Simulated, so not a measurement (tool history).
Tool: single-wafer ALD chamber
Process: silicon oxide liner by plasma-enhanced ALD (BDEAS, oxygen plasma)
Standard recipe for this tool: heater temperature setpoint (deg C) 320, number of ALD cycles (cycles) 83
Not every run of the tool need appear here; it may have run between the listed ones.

run,hour,heater temperature setpoint (deg C),number of ALD cycles (cycles),"read-back reference wafer on the same gauge, thickness_nm",mean film thickness on the monitor wafer (nm)
1,0,320,83,6.909,7.374
2,173.8,320,83,6.914,7.375
3,226.3,320,83,6.912,7.327
4,274.1,320,83,6.915,7.368
5,366.4,320,83,6.909,7.357
6,418.6,320,78,6.908,6.906
7,467.7,320,78,6.909,6.877
8,529,314,83,6.913,7.439
9,596,314,83,6.911,7.378
10,666.5,320,83,6.911,7.339
11,764.9,320,83,6.911,7.332
12,825.9,320,83,6.908,7.361
13,1010.9,320,83,6.908,7.399
14,1094.8,325,90,6.915,7.952
# hour 1187.9: gauge calibrated
15,1195.5,320,83,6.91,7.381
16,1295.7,334,90,6.916,7.783
17,1374.7,335,98,6.915,8.485
# hour 1454.1: thermocouple changed; heater temperature recalibrated
18,1454.6,309,92,6.904,8.291
19,1497.4,314,91,6.907,8.154
20,1572.4,310,79,6.912,7.093
21,1608.7,328,70,6.908,6.134
22,1692.6,320,83,6.91,7.352
23,1740.3,306,83,6.91,7.47
24,1836.2,334,78,6.913,6.774
25,1899.6,306,83,6.914,7.481

Predict each of these 3 candidate next runs independently; none follows another, all start after run 25:
A,1900.1,320,83,?,?
B,1900.1,334,95,?,?
C,1900.1,324,78,?,?

run,"read-back reference wafer on the same gauge, thickness_nm",mean film thickness on the monitor wafer (nm)
A,6.906,7.331
B,6.906,8.242
C,6.906,6.854
The same runs, with their run-to-run variation unchanged, on a tool lacking any hidden condition would have given:
run,mean film thickness on the monitor wafer (nm)
A,7.331
B,8.242
C,6.854
